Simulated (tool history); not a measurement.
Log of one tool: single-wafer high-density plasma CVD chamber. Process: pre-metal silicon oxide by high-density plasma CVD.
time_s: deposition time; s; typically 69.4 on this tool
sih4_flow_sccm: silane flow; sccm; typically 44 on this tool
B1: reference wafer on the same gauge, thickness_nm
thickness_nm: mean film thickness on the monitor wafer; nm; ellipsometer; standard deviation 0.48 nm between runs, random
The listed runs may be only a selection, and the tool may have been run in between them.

{"run": 1, "hour": 0.0, "time_s": 69.4, "sih4_flow_sccm": 44, "B1": 329.983, "thickness_nm": 319.994}
{"hour": 16.5, "done": "gauge calibrated"}
{"run": 2, "hour": 17.8, "time_s": 69.4, "sih4_flow_sccm": 44, "B1": 329.97, "thickness_nm": 319.013}
{"run": 3, "hour": 32.1, "time_s": 69.4, "sih4_flow_sccm": 44, "B1": 329.948, "thickness_nm": 319.786}
{"run": 4, "hour": 44.7, "time_s": 61.3, "sih4_flow_sccm": 48, "B1": 330.125, "thickness_nm": 307.49}
{"run": 5, "hour": 58.5, "time_s": 61.3, "sih4_flow_sccm": 48, "B1": 329.985, "thickness_nm": 307.373}
{"run": 6, "hour": 68.3, "time_s": 69.4, "sih4_flow_sccm": 44, "B1": 329.969, "thickness_nm": 320.021}
{"run": 7, "hour": 83.7, "time_s": 69.4, "sih4_flow_sccm": 44, "B1": 329.997, "thickness_nm": 320.208}
{"run": 8, "hour": 99.5, "time_s": 69.4, "sih4_flow_sccm": 44, "B1": 329.955, "thickness_nm": 319.775}
{"hour": 103.9, "done": "gauge calibrated"}
{"hour": 110.7, "done": "silane flow controller replaced"}
{"run": 9, "hour": 112.9, "time_s": 81.7, "sih4_flow_sccm": 46, "B1": 329.946, "thickness_nm": 393.164}
{"run": 10, "hour": 119.8, "time_s": 74.8, "sih4_flow_sccm": 48, "B1": 330.032, "thickness_nm": 375.843}
{"run": 11, "hour": 133.2, "time_s": 56.9, "sih4_flow_sccm": 47, "B1": 329.958, "thickness_nm": 280.046}
{"run": 12, "hour": 145.5, "time_s": 73.4, "sih4_flow_sccm": 38, "B1": 329.966, "thickness_nm": 290.951}
{"run": 13, "hour": 162.5, "time_s": 77.4, "sih4_flow_sccm": 48, "B1": 329.967, "thickness_nm": 388.842}
{"run": 14, "hour": 169.2, "time_s": 59.4, "sih4_flow_sccm": 44, "B1": 330.007, "thickness_nm": 273.395}

Predict each of these 5 candidate next runs independently; none follows another, all start after run 14:
{"run": "A", "hour": 169.6, "time_s": 69.4, "sih4_flow_sccm": 44, "B1": "?", "thickness_nm": "?"}
{"run": "B", "hour": 169.6, "time_s": 75.7, "sih4_flow_sccm": 44, "B1": "?", "thickness_nm": "?"}
{"run": "C", "hour": 169.6, "time_s": 69.4, "sih4_flow_sccm": 41, "B1": "?", "thickness_nm": "?"}
{"run": "D", "hour": 169.6, "time_s": 65.2, "sih4_flow_sccm": 36, "B1": "?", "thickness_nm": "?"}
{"run": "E", "hour": 169.6, "time_s": 64.9, "sih4_flow_sccm": 44, "B1": "?", "thickness_nm": "?"}

run=A B1=330.075 thickness_nm=319.594
run=B B1=330.075 thickness_nm=348.606
run=C B1=330.075 thickness_nm=297.803
run=D B1=330.075 thickness_nm=245.661
run=E B1=330.075 thickness_nm=298.871
Take away the tool's hidden state, keep each run's random variation, and the runs would have read:
run=A thickness_nm=319.594
run=B thickness_nm=348.606
run=C thickness_nm=297.803
run=D thickness_nm=245.661
run=E thickness_nm=298.871
